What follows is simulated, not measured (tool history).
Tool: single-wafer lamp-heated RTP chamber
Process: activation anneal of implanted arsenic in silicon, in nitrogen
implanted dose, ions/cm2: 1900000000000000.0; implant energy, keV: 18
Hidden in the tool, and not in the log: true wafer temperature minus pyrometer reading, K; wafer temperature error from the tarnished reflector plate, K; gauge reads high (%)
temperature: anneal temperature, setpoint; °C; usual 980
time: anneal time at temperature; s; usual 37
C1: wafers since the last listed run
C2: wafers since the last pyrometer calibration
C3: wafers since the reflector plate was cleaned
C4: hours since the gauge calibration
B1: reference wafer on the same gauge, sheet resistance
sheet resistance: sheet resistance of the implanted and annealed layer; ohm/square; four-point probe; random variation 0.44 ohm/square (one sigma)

{"run": 1, "hour": 0.0, "temperature": 980, "time": 30, "C1": 0, "C2": 1069, "C3": 5783, "C4": 115.4, "B1": 125.21, "sheet resistance": 120.79}
{"run": 2, "hour": 23.0, "temperature": 980, "time": 30, "C1": 242, "C2": 1311, "C3": 6026, "C4": 138.4, "B1": 125.0, "sheet resistance": 120.31}
{"hour": 44.1, "done": "pyrometer window cleaned and pyrometer calibrated"}
{"run": 3, "hour": 44.6, "temperature": 980, "time": 37, "C1": 143, "C2": 5, "C3": 6169, "C4": 160.0, "B1": 124.83, "sheet resistance": 116.6}
{"run": 4, "hour": 72.2, "temperature": 980, "time": 37, "C1": 290, "C2": 296, "C3": 6460, "C4": 187.6, "B1": 125.19, "sheet resistance": 117.88}
{"run": 5, "hour": 91.8, "temperature": 980, "time": 37, "C1": 206, "C2": 503, "C3": 6666, "C4": 207.2, "B1": 125.02, "sheet resistance": 117.65}
{"run": 6, "hour": 117.4, "temperature": 980, "time": 37, "C1": 269, "C2": 772, "C3": 6936, "C4": 232.8, "B1": 125.08, "sheet resistance": 117.09}
{"run": 7, "hour": 149.5, "temperature": 980, "time": 37, "C1": 338, "C2": 1111, "C3": 7274, "C4": 264.9, "B1": 125.11, "sheet resistance": 116.83}
{"run": 8, "hour": 161.7, "temperature": 980, "time": 37, "C1": 128, "C2": 1239, "C3": 7403, "C4": 277.1, "B1": 125.04, "sheet resistance": 116.43}
{"run": 9, "hour": 176.1, "temperature": 980, "time": 37, "C1": 151, "C2": 1391, "C3": 7555, "C4": 291.5, "B1": 124.88, "sheet resistance": 117.13}
{"hour": 194.9, "done": "pyrometer window cleaned and pyrometer calibrated"}
{"run": 10, "hour": 195.4, "temperature": 987, "time": 49, "C1": 119, "C2": 5, "C3": 7674, "C4": 310.8, "B1": 125.09, "sheet resistance": 105.86}
{"run": 11, "hour": 214.7, "temperature": 987, "time": 49, "C1": 203, "C2": 208, "C3": 7877, "C4": 330.1, "B1": 125.31, "sheet resistance": 106.9}
{"run": 12, "hour": 239.1, "temperature": 1005, "time": 47, "C1": 257, "C2": 466, "C3": 8134, "C4": 354.5, "B1": 124.9, "sheet resistance": 96.69}
{"hour": 256.4, "done": "reflector plate cleaned"}
{"run": 13, "hour": 261.2, "temperature": 960, "time": 46, "C1": 148, "C2": 614, "C3": 50, "C4": 376.6, "B1": 125.04, "sheet resistance": 126.2}
{"run": 14, "hour": 284.3, "temperature": 980, "time": 37, "C1": 243, "C2": 858, "C3": 293, "C4": 399.7, "B1": 125.11, "sheet resistance": 116.97}
{"run": 15, "hour": 313.7, "temperature": 980, "time": 37, "C1": 309, "C2": 1167, "C3": 603, "C4": 429.1, "B1": 125.12, "sheet resistance": 117.06}
{"run": 16, "hour": 339.8, "temperature": 993, "time": 53, "C1": 275, "C2": 1442, "C3": 878, "C4": 455.2, "B1": 125.1, "sheet resistance": 101.7}
{"hour": 356.8, "done": "gauge calibrated"}
{"hour": 365.5, "done": "pyrometer window cleaned and pyrometer calibrated"}
{"run": 17, "hour": 373.4, "temperature": 990, "time": 31, "C1": 269, "C2": 83, "C3": 1148, "C4": 16.6, "B1": 124.86, "sheet resistance": 114.28}
{"run": 18, "hour": 391.6, "temperature": 995, "time": 49, "C1": 191, "C2": 275, "C3": 1340, "C4": 34.8, "B1": 125.01, "sheet resistance": 102.19}
{"run": 19, "hour": 419.1, "temperature": 980, "time": 37, "C1": 289, "C2": 565, "C3": 1630, "C4": 62.3, "B1": 124.94, "sheet resistance": 116.54}
{"run": 20, "hour": 465.4, "temperature": 991, "time": 57, "C1": 487, "C2": 1053, "C3": 2118, "C4": 108.6, "B1": 124.94, "sheet resistance": 100.77}
{"run": 21, "hour": 486.1, "temperature": 993, "time": 28, "C1": 218, "C2": 1271, "C3": 2336, "C4": 129.3, "B1": 124.73, "sheet resistance": 114.31}
{"run": 22, "hour": 499.9, "temperature": 980, "time": 37, "C1": 145, "C2": 1416, "C3": 2481, "C4": 143.1, "B1": 124.99, "sheet resistance": 117.13}
{"hour": 514.9, "done": "pyrometer window cleaned and pyrometer calibrated"}
{"run": 23, "hour": 527.7, "temperature": 990, "time": 31, "C1": 208, "C2": 134, "C3": 2690, "C4": 170.9, "B1": 124.96, "sheet resistance": 113.79}

What the log doesn't show, run by run:
true wafer temperature minus pyrometer reading, K: 0 in every run
wafer temperature error from the tarnished reflector plate, K: 0 in every run
gauge reads high (%): 0 in every run
